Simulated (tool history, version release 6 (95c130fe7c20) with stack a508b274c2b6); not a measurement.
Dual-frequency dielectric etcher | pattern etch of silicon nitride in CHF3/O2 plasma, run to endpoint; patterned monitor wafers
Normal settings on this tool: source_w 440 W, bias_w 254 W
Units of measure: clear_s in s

run,hour,source_w,bias_w,"incoming incoming film thickness, nm",clear_s
1,0,440,295,112.1,70.7
2,28.6,440,295,111.7,70.4
3,63.6,440,254,112.8,75
# hour 103.7: wet clean of the chamber
4,121.9,440,254,113.1,72.8
5,156.8,440,254,111.4,72.3
6,188.6,440,254,112.7,72.9
7,216.9,440,254,112.1,73.1
# hour 256.9: upper electrode replaced
8,260.1,440,254,110.9,72.1
9,276.2,440,254,112.3,73.1
10,299.7,440,228,111.9,75.2
11,324,440,228,112.9,76.2
12,358.4,440,254,111.1,73.3
# hour 411.7: source power generator calibrated
13,446.1,440,254,112.3,74.5
# hour 475.6: wet clean of the chamber
14,476.1,440,254,111.6,72.1
15,490.5,440,295,112,70.3
# hour 527.4: bias power generator calibrated
16,527.9,360,190,112.2,89.1
17,557.7,440,254,111.7,73.5
18,577.6,540,218,112.4,67.9
19,598.3,530,306,112.3,63
20,628.2,340,231,112.3,89.7
21,657.3,360,289,112.5,81
22,677.8,530,271,112.3,65.2
23,706.4,360,254,112.2,84.4
24,727.3,530,312,111.8,63
25,751.8,330,213,111.7,93.9
26,778.3,380,281,111.8,79.7
27,801.7,440,254,112,75.2
28,825.4,440,289,112.3,72.2

Alternative continuations, all from the tool just after run 28; predict every row:
A,825.8,440,254,111.8,?
B,825.8,380,292,111.8,?
C,825.8,380,316,111.8,?
D,825.8,440,224,111.8,?

run,clear_s
A,74.7
B,78.9
C,77.2
D,77.1
What these runs would have given with no unlogged condition in the tool:
run,clear_s
A,72.1
B,76.2
C,74.5
D,74.4
